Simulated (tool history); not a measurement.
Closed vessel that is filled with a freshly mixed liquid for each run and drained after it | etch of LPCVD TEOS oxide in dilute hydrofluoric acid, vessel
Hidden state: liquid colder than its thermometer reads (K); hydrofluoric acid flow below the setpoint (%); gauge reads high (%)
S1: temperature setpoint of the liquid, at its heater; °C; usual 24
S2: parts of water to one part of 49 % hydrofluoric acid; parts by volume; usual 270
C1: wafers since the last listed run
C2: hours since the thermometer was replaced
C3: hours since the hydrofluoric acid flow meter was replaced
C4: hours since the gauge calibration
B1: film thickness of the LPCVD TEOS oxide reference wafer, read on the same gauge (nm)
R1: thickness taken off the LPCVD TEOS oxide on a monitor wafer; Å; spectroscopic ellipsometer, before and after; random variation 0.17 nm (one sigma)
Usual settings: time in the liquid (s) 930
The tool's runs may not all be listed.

run 1 hour=0 | S1=24 S2=340 time_in_the_liquid_(s)=930 | C1=0 C2=617.1 C3=1176.2 C4=148.4 | B1=50.02 | R1=309.7
run 2 hour=99.2 | S1=24 S2=270 time_in_the_liquid_(s)=930 | C1=7797 C2=716.3 C3=1275.4 C4=247.6 | B1=49.98 | R1=414.2
run 3 hour=142.8 | S1=24 S2=270 time_in_the_liquid_(s)=930 | C1=3427 C2=759.9 C3=1319 C4=291.2 | B1=50 | R1=412.4
run 4 hour=159 | S1=24 S2=270 time_in_the_liquid_(s)=930 | C1=1273 C2=776.1 C3=1335.2 C4=307.4 | B1=49.98 | R1=412.6
run 5 hour=184.9 | S1=22 S2=270 time_in_the_liquid_(s)=930 | C1=2035 C2=802 C3=1361.1 C4=333.3 | B1=50 | R1=378.6
run 6 hour=213 | S1=24 S2=270 time_in_the_liquid_(s)=1225 | C1=2208 C2=830.1 C3=1389.2 C4=361.4 | B1=49.99 | R1=539.2
run 7 hour=242 | S1=24 S2=270 time_in_the_liquid_(s)=1225 | C1=2279 C2=859.1 C3=1418.2 C4=390.4 | B1=50.03 | R1=534.5
run 8 hour=275.6 | S1=24 S2=270 time_in_the_liquid_(s)=930 | C1=2641 C2=892.7 C3=1451.8 C4=424 | B1=49.98 | R1=408.1
run 9 hour=296.1 | S1=24 S2=270 time_in_the_liquid_(s)=930 | C1=1611 C2=913.2 C3=1472.3 C4=444.5 | B1=49.98 | R1=408.2
-- hour=312.9 thermometer replaced
run 10 hour=323.5 | S1=24 S2=270 time_in_the_liquid_(s)=930 | C1=2075 C2=10.6 C3=1499.7 C4=471.9 | B1=49.98 | R1=424.8
run 11 hour=344.1 | S1=24 S2=270 time_in_the_liquid_(s)=930 | C1=1619 C2=31.2 C3=1520.3 C4=492.5 | B1=49.98 | R1=425.9
run 12 hour=366.1 | S1=27 S2=270 time_in_the_liquid_(s)=930 | C1=1729 C2=53.2 C3=1542.3 C4=514.5 | B1=50.06 | R1=470.3
run 13 hour=401.1 | S1=24 S2=270 time_in_the_liquid_(s)=930 | C1=2751 C2=88.2 C3=1577.3 C4=549.5 | B1=49.99 | R1=422
-- hour=408.9 hydrofluoric acid flow meter replaced
run 14 hour=425.8 | S1=24 S2=270 time_in_the_liquid_(s)=930 | C1=1862 C2=112.9 C3=16.9 C4=574.2 | B1=50 | R1=437.7
run 15 hour=461.4 | S1=26 S2=185 time_in_the_liquid_(s)=1140 | C1=2798 C2=148.5 C3=52.5 C4=609.8 | B1=50 | R1=924.5
run 16 hour=481.4 | S1=20 S2=370 time_in_the_liquid_(s)=930 | C1=1572 C2=168.5 C3=72.5 C4=629.8 | B1=49.97 | R1=253.2
run 17 hour=512.1 | S1=28.5 S2=230 time_in_the_liquid_(s)=1165 | C1=2413 C2=199.2 C3=103.2 C4=660.5 | B1=49.98 | R1=782.2
run 18 hour=529 | S1=26.5 S2=270 time_in_the_liquid_(s)=930 | C1=1328 C2=216.1 C3=120.1 C4=677.4 | B1=49.98 | R1=476.5
-- hour=539.8 gauge calibrated
run 19 hour=551.4 | S1=24 S2=270 time_in_the_liquid_(s)=930 | C1=1760 C2=238.5 C3=142.5 C4=11.6 | B1=49.96 | R1=433.3
run 20 hour=584.1 | S1=22 S2=270 time_in_the_liquid_(s)=930 | C1=2570 C2=271.2 C3=175.2 C4=44.3 | B1=49.96 | R1=402.2
run 21 hour=599 | S1=25.5 S2=230 time_in_the_liquid_(s)=1315 | C1=1171 C2=286.1 C3=190.1 C4=59.2 | B1=49.96 | R1=789.8
run 22 hour=625.4 | S1=20 S2=370 time_in_the_liquid_(s)=780 | C1=2075 C2=312.5 C3=216.5 C4=85.6 | B1=49.99 | R1=209.9
run 23 hour=660.5 | S1=22.5 S2=385 time_in_the_liquid_(s)=760 | C1=2759 C2=347.6 C3=251.6 C4=120.7 | B1=50.02 | R1=211.7
run 24 hour=684.2 | S1=28.5 S2=365 time_in_the_liquid_(s)=930 | C1=1862 C2=371.3 C3=275.3 C4=144.4 | B1=50.01 | R1=337.4
run 25 hour=718.3 | S1=24 S2=270 time_in_the_liquid_(s)=930 | C1=2680 C2=405.4 C3=309.4 C4=178.5 | B1=50.01 | R1=429.8
run 26 hour=731.2 | S1=19.5 S2=365 time_in_the_liquid_(s)=930 | C1=1014 C2=418.3 C3=322.3 C4=191.4 | B1=49.97 | R1=247.7
run 27 hour=761.9 | S1=24 S2=270 time_in_the_liquid_(s)=930 | C1=2413 C2=449 C3=353 C4=222.1 | B1=50 | R1=427.8
run 28 hour=842.8 | S1=28.5 S2=170 time_in_the_liquid_(s)=1280 | C1=6359 C2=529.9 C3=433.9 C4=303 | B1=50 | R1=1219.4
run 29 hour=875.3 | S1=20.5 S2=400 time_in_the_liquid_(s)=930 | C1=2554 C2=562.4 C3=466.4 C4=335.5 | B1=50 | R1=225.2

3 ways to go on from here, each from the tool as it stands after run 29. What would each give?
run A hour=876.2 | S1=24 S2=270 time_in_the_liquid_(s)=930 | C1=70 C2=563.3 C3=467.3 C4=336.4 | B1=? | R1=?
run B hour=876.2 | S1=24 S2=270 time_in_the_liquid_(s)=1210 | C1=70 C2=563.3 C3=467.3 C4=336.4 | B1=? | R1=?
run C hour=876.2 | S1=24 S2=320 time_in_the_liquid_(s)=550 | C1=70 C2=563.3 C3=467.3 C4=336.4 | B1=? | R1=?

run=A B1=50.03 R1=423
run=B B1=50.03 R1=550.4
run=C B1=50.03 R1=201.2
Without the tool's hidden state the same runs would have given:
run=A R1=443.8
run=B R1=577.4
run=C R1=210.9

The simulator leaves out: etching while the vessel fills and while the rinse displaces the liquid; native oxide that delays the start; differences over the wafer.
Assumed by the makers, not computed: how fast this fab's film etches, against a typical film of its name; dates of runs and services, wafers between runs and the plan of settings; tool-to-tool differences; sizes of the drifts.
